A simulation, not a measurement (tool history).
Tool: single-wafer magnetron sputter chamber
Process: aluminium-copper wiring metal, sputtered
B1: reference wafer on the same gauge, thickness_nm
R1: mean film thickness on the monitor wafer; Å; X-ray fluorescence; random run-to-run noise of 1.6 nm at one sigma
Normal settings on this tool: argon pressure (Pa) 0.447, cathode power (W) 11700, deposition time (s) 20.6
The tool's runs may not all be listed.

{"run": 1, "day": 0.0, "argon pressure (Pa)": 0.447, "cathode power (W)": 11700, "deposition time (s)": 20.6, "B1": 381.826, "R1": 4341.84}
{"run": 2, "day": 2.262, "argon pressure (Pa)": 0.447, "cathode power (W)": 11700, "deposition time (s)": 20.6, "B1": 381.714, "R1": 4357.96}
{"run": 3, "day": 3.392, "argon pressure (Pa)": 0.447, "cathode power (W)": 11700, "deposition time (s)": 20.6, "B1": 381.69, "R1": 4373.34}
{"run": 4, "day": 4.962, "argon pressure (Pa)": 0.447, "cathode power (W)": 11700, "deposition time (s)": 20.6, "B1": 382.344, "R1": 4327.91}
{"run": 5, "day": 6.246, "argon pressure (Pa)": 0.447, "cathode power (W)": 11700, "deposition time (s)": 20.6, "B1": 382.262, "R1": 4350.32}
{"run": 6, "day": 8.712, "argon pressure (Pa)": 0.447, "cathode power (W)": 11700, "deposition time (s)": 20.6, "B1": 381.886, "R1": 4351.39}
{"run": 7, "day": 10.288, "argon pressure (Pa)": 0.447, "cathode power (W)": 11700, "deposition time (s)": 23.2, "B1": 382.946, "R1": 4892.74}
{"day": 11.358, "done": "sputter target and shields replaced"}
{"run": 8, "day": 11.792, "argon pressure (Pa)": 0.31, "cathode power (W)": 11700, "deposition time (s)": 20.6, "B1": 382.554, "R1": 4650.6}
{"run": 9, "day": 13.9, "argon pressure (Pa)": 0.385, "cathode power (W)": 11700, "deposition time (s)": 20.6, "B1": 382.155, "R1": 4508.78}
{"run": 10, "day": 15.546, "argon pressure (Pa)": 0.447, "cathode power (W)": 11700, "deposition time (s)": 18.9, "B1": 382.123, "R1": 3977.01}
{"run": 11, "day": 18.838, "argon pressure (Pa)": 0.447, "cathode power (W)": 11700, "deposition time (s)": 22.9, "B1": 382.092, "R1": 4858.74}
{"day": 20.121, "done": "capacitance manometer re-zeroed and calibrated"}
{"day": 20.379, "done": "gauge calibrated"}
{"run": 12, "day": 20.55, "argon pressure (Pa)": 0.447, "cathode power (W)": 9400, "deposition time (s)": 20.6, "B1": 381.793, "R1": 3380.78}
{"day": 22.321, "done": "magnet pack replaced"}
{"run": 13, "day": 23.338, "argon pressure (Pa)": 0.447, "cathode power (W)": 11700, "deposition time (s)": 20.6, "B1": 382.313, "R1": 4236.18}
{"run": 14, "day": 24.475, "argon pressure (Pa)": 0.354, "cathode power (W)": 11700, "deposition time (s)": 21.9, "B1": 381.53, "R1": 4710.5}
{"day": 25.3, "done": "sputter target and shields replaced"}
{"run": 15, "day": 27.121, "argon pressure (Pa)": 0.516, "cathode power (W)": 12800, "deposition time (s)": 21.8, "B1": 382.983, "R1": 4731.2}
{"run": 16, "day": 28.792, "argon pressure (Pa)": 0.447, "cathode power (W)": 11700, "deposition time (s)": 20.6, "B1": 381.941, "R1": 4265.4}
{"run": 17, "day": 30.983, "argon pressure (Pa)": 0.447, "cathode power (W)": 11700, "deposition time (s)": 17.7, "B1": 382.588, "R1": 3658.94}

Selected run-to-run steps in R1, each split into two signed amounts: the part the tool would show with no hidden state at all (from settings, incoming material and random variation), and the remainder, which goes to the hidden state together with any gauge scatter not common to the measured and the hidden-state-free results:
The tool's hidden condition here consists of: deposition rate above that of a new target (%); true argon pressure above the setpoint (%); gauge reads high (%).
Run 11 -> 12: cathode power (W) 11700 -> 9400, deposition time (s) 22.9 -> 20.6, capacitance manometer re-zeroed and calibrated, gauge calibrated. R1 -1477.96 Å: hidden state -171.2, all else -1306.76.

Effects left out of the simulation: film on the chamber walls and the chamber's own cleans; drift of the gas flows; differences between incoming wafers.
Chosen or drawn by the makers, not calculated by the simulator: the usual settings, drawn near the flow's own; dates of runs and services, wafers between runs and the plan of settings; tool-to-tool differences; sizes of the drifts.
